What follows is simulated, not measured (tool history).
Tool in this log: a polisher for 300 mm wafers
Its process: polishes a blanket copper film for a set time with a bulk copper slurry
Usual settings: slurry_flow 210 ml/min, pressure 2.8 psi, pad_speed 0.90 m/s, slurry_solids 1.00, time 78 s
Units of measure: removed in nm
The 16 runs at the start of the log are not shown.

run	hour	slurry_flow	pressure	pad_speed	slurry_solids	time	wafers since the last listed run	wafers polished on this pad	hours since the slurry nozzle was cleaned	hours since the head pressure was calibrated	hours since the slurry blender was calibrated	incoming thickness of the incoming film, nm	removed
17	376.5	235	3.1	1.22	1.20	78	371	1144	147.6	247.2	380.7	1792.3	998.7
# hour 400.9: slurry blender recalibrated
18	402.5	285	2.8	0.90	0.75	78	275	1419	173.6	273.2	1.6	1816.1	597.0
19	426.2	210	2.8	0.90	1.00	78	271	1691	197.3	296.9	25.3	1799.7	642.0
20	446.4	210	2.8	0.90	1.00	78	231	1923	217.5	317.1	45.5	1783.5	627.8
# hour 455.3: worn pad replaced by a new one
21	470.0	185	3.5	0.90	1.00	78	224	168	241.1	340.7	69.1	1776.3	805.6
# hour 474.1: head pressure recalibrated
22	499.8	250	2.8	1.14	1.25	104	318	487	270.9	25.7	98.9	1779.1	1167.1
23	532.1	210	2.8	0.90	1.00	78	370	858	303.2	58.0	131.2	1820.2	636.4
24	567.5	210	3.1	1.04	0.90	91	406	1264	338.6	93.4	166.6	1795.7	917.0
25	591.9	170	2.8	0.90	1.00	78	279	1544	363.0	117.8	191.0	1810.4	625.2
26	621.2	280	2.8	1.12	1.00	78	336	1881	392.3	147.1	220.3	1808.1	801.2
# hour 649.6: worn pad replaced by a new one
27	655.2	255	2.8	0.64	1.00	78	344	64	426.3	181.1	254.3	1763.6	473.2
28	682.0	210	2.8	0.90	1.00	78	307	372	453.1	207.9	281.1	1831.6	646.6
29	716.9	135	2.8	0.90	0.90	78	400	772	488.0	242.8	316.0	1808.2	599.6
30	732.3	210	3.6	0.90	1.25	90	176	949	503.4	258.2	331.4	1770.5	1004.1
31	757.0	210	2.8	0.90	1.00	78	283	1232	528.1	282.9	356.1	1830.2	632.0

Forecast each of these 3 alternatives for the next run:
A	757.4	210	2.8	0.90	1.00	66	4	1237	528.5	283.3	356.5	1784.5	?
B	757.4	180	2.8	0.76	1.00	78	4	1237	528.5	283.3	356.5	1784.5	?
C	757.4	210	1.8	1.06	1.00	63	4	1237	528.5	283.3	356.5	1784.5	?

run	removed
A	536.7
B	529.3
C	387.9
Had the tool no hidden state, the same runs would have come out as:
run	removed
A	564.6
B	556.8
C	408.0
